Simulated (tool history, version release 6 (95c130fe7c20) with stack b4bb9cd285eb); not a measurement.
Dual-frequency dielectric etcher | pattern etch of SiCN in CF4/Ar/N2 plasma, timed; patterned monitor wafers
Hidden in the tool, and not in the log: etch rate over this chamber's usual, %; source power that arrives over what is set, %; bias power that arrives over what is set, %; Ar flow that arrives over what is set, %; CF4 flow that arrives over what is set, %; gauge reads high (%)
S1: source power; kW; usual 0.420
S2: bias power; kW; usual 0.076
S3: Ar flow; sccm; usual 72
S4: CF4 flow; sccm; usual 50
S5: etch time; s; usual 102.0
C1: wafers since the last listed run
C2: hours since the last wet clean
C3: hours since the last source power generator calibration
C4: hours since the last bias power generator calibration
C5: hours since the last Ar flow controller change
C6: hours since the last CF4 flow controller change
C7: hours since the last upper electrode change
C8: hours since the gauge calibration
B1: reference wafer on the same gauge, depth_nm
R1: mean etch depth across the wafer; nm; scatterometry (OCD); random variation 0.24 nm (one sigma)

run,hour,S1,S2,S3,S4,S5,C1,C2,C3,C4,C5,C6,C7,C8,B1,R1
1,0.0,0.420,0.076,72,50,102.0,0,307.1,4599.7,3045.1,212.5,3760.9,5939.7,182.9,82.3,75.1
2,57.9,0.420,0.076,72,50,102.0,712,365.0,4657.6,3103.0,270.4,3818.8,5997.6,240.8,82.4,74.8
3,88.6,0.420,0.076,72,50,102.0,377,395.7,4688.3,3133.7,301.1,3849.5,6028.3,271.5,82.3,75.0
4,125.5,0.350,0.057,65,56,102.0,453,432.6,4725.2,3170.6,338.0,3886.4,6065.2,308.4,82.3,56.2
# hour 164.0: upper electrode replaced
5,192.2,0.420,0.063,72,39,102.0,525,499.3,4791.9,3237.3,404.7,3953.1,28.2,375.1,82.3,64.8
# hour 218.7: wet clean of the chamber
6,223.6,0.420,0.076,81,50,102.0,91,4.9,4823.3,3268.7,436.1,3984.5,59.6,406.5,82.3,72.4
# hour 245.2: bias power generator calibrated
7,280.4,0.420,0.076,62,50,80.5,649,61.7,4880.1,35.2,492.9,4041.3,116.4,463.3,82.3,63.2
8,328.2,0.420,0.076,59,50,102.0,588,109.5,4927.9,83.0,540.7,4089.1,164.2,511.1,82.3,81.6
9,364.3,0.340,0.088,72,50,94.5,444,145.6,4964.0,119.1,576.8,4125.2,200.3,547.2,82.3,63.0
10,405.7,0.420,0.076,72,50,102.0,509,187.0,5005.4,160.5,618.2,4166.6,241.7,588.6,82.3,77.0
11,443.4,0.420,0.076,56,56,102.0,463,224.7,5043.1,198.2,655.9,4204.3,279.4,626.3,82.3,83.2
12,471.6,0.420,0.089,84,50,102.0,346,252.9,5071.3,226.4,684.1,4232.5,307.6,654.5,82.3,80.9
# hour 492.6: source power generator calibrated
# hour 512.2: CF4 flow controller replaced
13,526.7,0.360,0.076,72,50,102.0,554,308.0,34.1,281.5,739.2,14.5,362.7,709.6,82.4,66.1
14,558.9,0.420,0.076,72,42,102.0,396,340.2,66.3,313.7,771.4,46.7,394.9,741.8,82.3,75.4
15,593.3,0.330,0.076,63,38,102.0,423,374.6,100.7,348.1,805.8,81.1,429.3,776.2,82.2,60.3
16,634.9,0.330,0.076,63,38,102.0,511,416.2,142.3,389.7,847.4,122.7,470.9,817.8,82.4,60.2
17,662.2,0.420,0.085,72,50,102.0,335,443.5,169.6,417.0,874.7,150.0,498.2,845.1,82.3,81.3
18,726.9,0.420,0.066,72,50,102.0,795,508.2,234.3,481.7,939.4,214.7,562.9,909.8,82.3,71.4
19,767.1,0.420,0.076,72,38,102.0,494,548.4,274.5,521.9,979.6,254.9,603.1,950.0,82.3,73.9
# hour 803.0: wet clean of the chamber
20,899.1,0.340,0.089,62,50,102.0,1328,96.1,406.5,653.9,1111.6,386.9,735.1,1082.0,82.3,70.0
21,963.3,0.390,0.076,72,39,74.0,789,160.3,470.7,718.1,1175.8,451.1,799.3,1146.2,82.3,50.0

Forecast each of these 4 alternatives for the next run:
A,963.7,0.420,0.076,72,50,85.0,4,160.7,471.1,718.5,1176.2,451.5,799.7,1146.6,?,?
B,963.7,0.490,0.076,72,50,102.0,4,160.7,471.1,718.5,1176.2,451.5,799.7,1146.6,?,?
C,963.7,0.340,0.064,89,50,102.0,4,160.7,471.1,718.5,1176.2,451.5,799.7,1146.6,?,?
D,963.7,0.470,0.087,72,46,102.0,4,160.7,471.1,718.5,1176.2,451.5,799.7,1146.6,?,?

run,B1,R1
A,82.3,64.2
B,82.3,89.5
C,82.3,53.9
D,82.3,91.1
Without the tool's hidden state the same runs would have given:
run,R1
A,64.4
B,89.8
C,54.1
D,91.4
